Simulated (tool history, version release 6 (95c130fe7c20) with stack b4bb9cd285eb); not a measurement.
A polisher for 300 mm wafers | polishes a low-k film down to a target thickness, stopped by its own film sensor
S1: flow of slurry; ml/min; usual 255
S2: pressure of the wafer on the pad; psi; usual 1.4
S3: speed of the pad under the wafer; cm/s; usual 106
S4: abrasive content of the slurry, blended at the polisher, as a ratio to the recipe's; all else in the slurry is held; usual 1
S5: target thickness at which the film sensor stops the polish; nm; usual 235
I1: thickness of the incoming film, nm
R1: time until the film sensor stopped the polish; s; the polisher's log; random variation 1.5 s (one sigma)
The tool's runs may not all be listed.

{"run": 1, "hour": 0.0, "S1": 255, "S2": 1.4, "S3": 106, "S4": 1, "S5": 240, "I1": 270.9, "R1": 114.7}
{"run": 2, "hour": 82.3, "S1": 275, "S2": 1.4, "S3": 106, "S4": 1, "S5": 235, "I1": 271.1, "R1": 137.9}
{"hour": 96.1, "done": "worn pad replaced by a new one"}
{"run": 3, "hour": 121.9, "S1": 255, "S2": 1.4, "S3": 106, "S4": 1, "S5": 235, "I1": 272.8, "R1": 126.2}
{"hour": 135.1, "done": "slurry nozzle cleaned"}
{"run": 4, "hour": 194.2, "S1": 255, "S2": 1.4, "S3": 106, "S4": 1, "S5": 235, "I1": 268.4, "R1": 114.1}
{"run": 5, "hour": 301.0, "S1": 255, "S2": 1.4, "S3": 126, "S4": 1, "S5": 235, "I1": 271.5, "R1": 116.4}
{"hour": 352.9, "done": "head pressure recalibrated"}
{"hour": 366.9, "done": "conditioning disc replaced and pad reconditioned"}
{"run": 6, "hour": 390.0, "S1": 255, "S2": 1.4, "S3": 126, "S4": 1, "S5": 235, "I1": 271.3, "R1": 110.9}
{"run": 7, "hour": 437.6, "S1": 255, "S2": 1.4, "S3": 126, "S4": 1, "S5": 235, "I1": 267.8, "R1": 104.8}
{"hour": 479.5, "done": "slurry blender recalibrated"}
{"run": 8, "hour": 541.1, "S1": 255, "S2": 1.4, "S3": 106, "S4": 1, "S5": 232, "I1": 271.6, "R1": 148.4}
{"hour": 597.7, "done": "slurry nozzle cleaned"}
{"hour": 642.1, "done": "worn pad replaced by a new one"}
{"run": 9, "hour": 820.3, "S1": 255, "S2": 1.4, "S3": 106, "S4": 1, "S5": 232, "I1": 271.1, "R1": 141.1}
{"run": 10, "hour": 918.0, "S1": 200, "S2": 1.8, "S3": 84, "S4": 1, "S5": 239, "I1": 270.4, "R1": 119.4}
{"hour": 937.5, "done": "conditioning disc replaced and pad reconditioned"}
{"run": 11, "hour": 1001.0, "S1": 255, "S2": 1.4, "S3": 106, "S4": 1, "S5": 235, "I1": 273.7, "R1": 139.2}
{"hour": 1075.4, "done": "slurry blender recalibrated"}
{"run": 12, "hour": 1102.9, "S1": 285, "S2": 1, "S3": 106, "S4": 0.9, "S5": 245, "I1": 265.6, "R1": 113.5}
{"hour": 1109.1, "done": "slurry nozzle cleaned"}
{"hour": 1160.8, "done": "worn pad replaced by a new one"}
{"run": 13, "hour": 1177.5, "S1": 295, "S2": 1.4, "S3": 106, "S4": 1, "S5": 225, "I1": 266.1, "R1": 135.6}
{"run": 14, "hour": 1277.0, "S1": 325, "S2": 1.1, "S3": 134, "S4": 0.75, "S5": 235, "I1": 270.7, "R1": 146.1}
{"run": 15, "hour": 1366.8, "S1": 255, "S2": 1.4, "S3": 106, "S4": 1.15, "S5": 235, "I1": 268.6, "R1": 113.9}
{"hour": 1373.3, "done": "head pressure recalibrated"}
{"run": 16, "hour": 1463.2, "S1": 290, "S2": 1.8, "S3": 106, "S4": 1.1, "S5": 231, "I1": 269.4, "R1": 107.6}
{"hour": 1521.9, "done": "conditioning disc replaced and pad reconditioned"}
{"run": 17, "hour": 1536.9, "S1": 255, "S2": 1.4, "S3": 106, "S4": 1, "S5": 235, "I1": 274, "R1": 141.8}
{"hour": 1541.9, "done": "slurry blender recalibrated"}
{"hour": 1576.1, "done": "slurry nozzle cleaned"}
{"run": 18, "hour": 1639.6, "S1": 255, "S2": 1.4, "S3": 106, "S4": 0.75, "S5": 235, "I1": 267.5, "R1": 141.2}
{"hour": 1666.2, "done": "worn pad replaced by a new one"}
{"run": 19, "hour": 1726.3, "S1": 255, "S2": 1.1, "S3": 144, "S4": 1, "S5": 242, "I1": 270.2, "R1": 94.9}
{"hour": 1986.0, "done": "conditioning disc replaced and pad reconditioned"}
{"run": 20, "hour": 2001.5, "S1": 255, "S2": 1.4, "S3": 106, "S4": 1, "S5": 235, "I1": 267.3, "R1": 116.2}
{"run": 21, "hour": 2045.2, "S1": 255, "S2": 1.4, "S3": 106, "S4": 1, "S5": 235, "I1": 270.2, "R1": 131.1}
{"hour": 2085.7, "done": "slurry blender recalibrated"}
{"run": 22, "hour": 2086.2, "S1": 180, "S2": 1.4, "S3": 118, "S4": 1.15, "S5": 231, "I1": 267.3, "R1": 121.6}
{"hour": 2155.7, "done": "slurry nozzle cleaned"}
{"hour": 2156.6, "done": "worn pad replaced by a new one"}
{"run": 23, "hour": 2189.4, "S1": 255, "S2": 1.4, "S3": 106, "S4": 1, "S5": 235, "I1": 270.1, "R1": 118.3}
{"hour": 2208.2, "done": "head pressure recalibrated"}
{"run": 24, "hour": 2268.9, "S1": 315, "S2": 1.4, "S3": 106, "S4": 0.75, "S5": 230, "I1": 270.5, "R1": 155.1}

The same runs without the tool's hidden state, with the same run-to-run variation:
The hidden state here: removal rate lost through wear of the pad, %; slurry flow missing at the pad, %; deviation of the head's pressure from its setpoint, %; abrasive missing from the slurry, %; time polished since the conditioner stopped cutting, s.
run=1 R1=99.7
run=2 R1=116.1
run=3 R1=120.9
run=4 R1=106.1
run=5 R1=102.1
run=6 R1=99.5
run=7 R1=92.5
run=8 R1=126.3
run=9 R1=124.9
run=10 R1=100.2
run=11 R1=122.7
run=12 R1=96.9
run=13 R1=130
run=14 R1=134.2
run=15 R1=100.1
run=16 R1=88.4
run=17 R1=125.6
run=18 R1=120.8
run=19 R1=90.1
run=20 R1=102.5
run=21 R1=114
run=22 R1=104.2
run=23 R1=113.4
run=24 R1=143.9

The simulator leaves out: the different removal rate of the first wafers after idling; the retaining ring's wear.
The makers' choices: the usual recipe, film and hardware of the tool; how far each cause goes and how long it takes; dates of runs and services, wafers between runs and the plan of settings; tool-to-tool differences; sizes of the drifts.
